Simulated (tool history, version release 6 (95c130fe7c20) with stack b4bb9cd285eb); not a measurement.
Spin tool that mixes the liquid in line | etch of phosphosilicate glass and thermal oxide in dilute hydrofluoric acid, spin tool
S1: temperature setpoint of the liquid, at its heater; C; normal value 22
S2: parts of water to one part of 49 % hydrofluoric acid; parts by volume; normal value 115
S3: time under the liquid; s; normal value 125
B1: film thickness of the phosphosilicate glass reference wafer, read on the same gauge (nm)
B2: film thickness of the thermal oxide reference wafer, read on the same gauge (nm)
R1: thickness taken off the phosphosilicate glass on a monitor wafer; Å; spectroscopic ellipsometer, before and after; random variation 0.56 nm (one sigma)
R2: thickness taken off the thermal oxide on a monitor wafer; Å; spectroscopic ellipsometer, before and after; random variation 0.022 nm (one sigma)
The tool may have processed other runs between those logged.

run   hour    S1   S2   S3      B1       B2      R1      R2
  1      0  25.5  115  125  100.03  130.015   676.5   51.09
  2    8.4    22  115  125  100.02  129.992   583.8   44.81
  3   15.3    22  115  125     100  129.994     583   44.71
  4   29.1    22   70  155  100.03   129.96  1253.8   96.53
  5   38.4    22  115  125  100.02  129.988   578.9   44.29
  6   53.9    22   60  200  100.01  130.009  1889.2  144.85
  7   64.1    22   60  125  100.01  129.977  1169.7   90.86
  8   71.3  24.5  165   80     100  130.028   262.3   20.41
  9   77.8  17.5  155  165  100.01  129.996   446.5   34.39
 10   87.3  24.5  160  190  100.01  129.994     651   50.25
 11   99.5    19  115  125  100.01  129.967   511.1   38.85
 12  111.2    22  115  125   99.99  129.995   572.4   43.61
 13  126.4  17.5   70   70   99.99  130.001   449.1   34.83
 14  133.9  23.5  115  150     100  130.032   720.2   55.67
 15  143.3    22  115  125  100.01  129.985     565   43.03
 16  157.8    19  115  170     100  129.975   671.9   52.17
 17  172.3    22   60  150   99.99      130  1384.8  105.81
 18  180.9    22  115  125   99.99  129.976   563.1   42.93
 19  190.3    22  115   90     100  130.015   397.8   30.63
 20  205.1  19.5   65   80     100  130.006   604.4   46.32
 21  220.5    22  115  125     100   129.99   553.2   42.45
 22  235.1    19   75  155     100  129.988   968.8   74.55
 23  243.3  17.5  160  125     100  130.012   314.1   24.42
 24  250.7    22   95   85   99.99  130.022   469.2   35.56
 25  257.2    20   70   60   99.99  129.988   420.9   32.45
 26    265    20   85  185     100  130.044    1056   80.53
 27  271.1    22   90  100     100  130.005   566.1   44.23

Not shown here: 2 entries made in the log between runs. Locate each between two listed runs and compare the hidden state at the listed run before it with the hidden state at the listed run after it:
After run 14, before run 15: thermometer replaced (hour 142.2)
  hydrofluoric acid flow below the setpoint (%): 5.02 -> 5.21
  measured value less the no-hidden-state value, R1: -43.6 -> -35.4 Å; R2: -3.37 -> -2.69 Å
After run 15, before run 16: gauge calibrated (hour 150.5)
  hydrofluoric acid flow below the setpoint (%): 5.21 -> 5.51
  measured value less the no-hidden-state value, R1: -35.4 -> -44.3 Å; R2: -2.69 -> -3.44 Å
